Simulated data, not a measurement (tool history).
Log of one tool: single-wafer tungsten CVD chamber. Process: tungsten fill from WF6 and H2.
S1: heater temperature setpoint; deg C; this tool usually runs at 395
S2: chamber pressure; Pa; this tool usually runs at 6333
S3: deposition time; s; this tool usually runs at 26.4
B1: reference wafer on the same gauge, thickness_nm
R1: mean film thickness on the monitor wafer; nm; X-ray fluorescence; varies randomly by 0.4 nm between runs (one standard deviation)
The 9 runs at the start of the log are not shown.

| run | hour | S1 | S2 | S3 | B1 | R1 |
|---|---|---|---|---|---|---|
| 10 | 687.9 | 395 | 6333 | 22.3 | 94.813 | 74.836 |
|  | 747.3 | gauge calibrated |
| 11 | 793.2 | 395 | 6333 | 22.3 | 94.832 | 74.787 |
| 12 | 879.1 | 395 | 6333 | 22.3 | 94.846 | 74.514 |
| 13 | 921 | 395 | 7173 | 26.4 | 94.888 | 91.98 |
| 14 | 1022.1 | 395 | 5186 | 24.6 | 94.789 | 76.515 |
| 15 | 1096.9 | 405 | 6973 | 22.4 | 94.794 | 90.648 |
| 16 | 1333.2 | 399 | 7613 | 30.2 | 94.859 | 111.931 |
| 17 | 1392.5 | 395 | 5093 | 22.7 | 94.85 | 69.555 |
|  | 1402 | thermocouple changed; heater temperature recalibrated |
| 18 | 1467.2 | 395 | 6333 | 26.4 | 94.73 | 89.509 |
| 19 | 1552.4 | 395 | 5213 | 31.2 | 94.762 | 99.423 |
| 20 | 1612.1 | 404 | 5826 | 24.7 | 94.866 | 94.123 |
|  | 1636.9 | capacitance manometer re-zeroed and calibrated |
| 21 | 1697.3 | 409 | 5733 | 26.4 | 94.835 | 108.696 |
|  | 1726.7 | showerhead replaced, of another model than before |
| 22 | 2017.3 | 395 | 6333 | 26.4 | 94.712 | 89.302 |
| 23 | 2087.4 | 399 | 6333 | 30.2 | 94.832 | 107.608 |
| 24 | 2133.4 | 385 | 6333 | 22.5 | 94.821 | 63.588 |
| 25 | 2207.3 | 406 | 6333 | 23.6 | 94.813 | 94.587 |
| 26 | 2259.5 | 409 | 6759 | 26.4 | 94.801 | 114.687 |
| 27 | 2300.7 | 395 | 6333 | 26.4 | 94.764 | 88.116 |
| 28 | 2353.3 | 401 | 6333 | 22.9 | 94.766 | 84.571 |
| 29 | 2406.8 | 395 | 6333 | 26.4 | 94.814 | 88.477 |
| 30 | 2499.1 | 408 | 5000 | 24.7 | 94.741 | 88.923 |
| 31 | 2573.7 | 390 | 4800 | 28.1 | 94.831 | 73.33 |
| 32 | 2645.8 | 388 | 5440 | 21.4 | 94.855 | 57.686 |
|  | 2661.9 | thermocouple changed; heater temperature recalibrated |
| 33 | 2694.3 | 395 | 5080 | 26.4 | 94.748 | 78.833 |

Predict each of these 5 candidate next runs independently; none follows another, all start after run 33:
| A | 2694.7 | 395 | 6333 | 26.4 | ? | ? |
| B | 2694.7 | 387 | 5813 | 28.2 | ? | ? |
| C | 2694.7 | 405 | 4986 | 27.9 | ? | ? |
| D | 2694.7 | 387 | 5573 | 22.6 | ? | ? |
| E | 2694.7 | 405 | 5013 | 22.7 | ? | ? |

| run | B1 | R1 |
|---|---|---|
| A | 94.745 | 89.32 |
| B | 94.745 | 79.653 |
| C | 94.745 | 97.189 |
| D | 94.745 | 62.313 |
| E | 94.745 | 79.248 |
Take away the tool's hidden state, keep each run's random variation, and the runs would have read:
| run | R1 |
|---|---|
| A | 89.313 |
| B | 79.646 |
| C | 97.181 |
| D | 62.307 |
| E | 79.241 |
